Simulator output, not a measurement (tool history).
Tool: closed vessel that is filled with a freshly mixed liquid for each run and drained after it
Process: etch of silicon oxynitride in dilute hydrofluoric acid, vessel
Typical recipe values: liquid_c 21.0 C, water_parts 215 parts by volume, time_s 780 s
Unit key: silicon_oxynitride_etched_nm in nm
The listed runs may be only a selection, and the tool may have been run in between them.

run,hour,liquid_c,water_parts,time_s,"read-back film thickness of the silicon oxynitride reference wafer, read on the same gauge (nm)",silicon_oxynitride_etched_nm
1,0.0,21.0,215,1100,29.98,9.33
2,17.3,21.0,215,1100,30.00,9.41
3,31.1,21.0,215,1100,30.00,9.37
4,48.8,21.0,165,780,30.01,8.96
5,59.8,21.0,255,610,30.02,4.31
6,69.8,21.0,255,610,30.01,4.32
7,87.1,21.0,255,610,29.97,4.37
8,98.0,21.0,215,780,29.99,6.62
9,115.5,21.0,215,780,30.00,6.58
10,128.3,22.0,215,780,29.99,6.95
11,142.8,22.0,215,780,30.02,6.93
12,150.4,22.0,215,780,30.05,6.97
13,157.5,21.0,215,780,30.00,6.58
# hour 182.7: thermometer replaced
14,186.8,21.0,215,780,29.99,6.73
15,195.3,21.0,215,780,30.01,6.66
16,208.6,21.0,215,780,30.00,6.71
# hour 215.4: gauge calibrated
17,220.4,21.0,215,920,30.01,7.88
18,236.1,18.5,155,780,30.01,8.66
19,251.7,24.0,165,525,29.98,6.95
20,265.4,25.5,270,435,30.02,3.45
21,276.6,17.0,170,1215,29.99,11.34
# hour 287.7: hydrofluoric acid flow meter replaced
22,289.0,21.0,215,780,29.98,6.65
23,295.0,21.0,215,780,30.00,6.72
24,302.3,21.0,215,780,30.02,6.77
25,315.8,18.0,215,780,29.99,5.76
26,322.6,21.0,215,780,30.02,6.70
27,339.8,17.5,265,380,29.98,2.19
28,371.8,21.0,215,780,30.02,6.73
29,385.0,21.0,270,540,29.98,3.55
30,398.2,21.0,155,780,29.99,9.64

Predict each of these 5 candidate next runs independently; none follows another, all start after run 30:
A,399.1,21.0,215,780,?,?
B,399.1,21.0,150,355,?,?
C,399.1,21.0,215,580,?,?
D,399.1,23.0,310,780,?,?
E,399.1,21.0,105,430,?,?

run,"read-back film thickness of the silicon oxynitride reference wafer, read on the same gauge (nm)",silicon_oxynitride_etched_nm
A,29.99,6.67
B,29.99,4.55
C,29.99,4.96
D,29.99,4.74
E,29.99,8.13
Stripped of hidden state, with their random variation kept, the same runs would have yielded:
run,silicon_oxynitride_etched_nm
A,6.67
B,4.55
C,4.96
D,4.74
E,8.13

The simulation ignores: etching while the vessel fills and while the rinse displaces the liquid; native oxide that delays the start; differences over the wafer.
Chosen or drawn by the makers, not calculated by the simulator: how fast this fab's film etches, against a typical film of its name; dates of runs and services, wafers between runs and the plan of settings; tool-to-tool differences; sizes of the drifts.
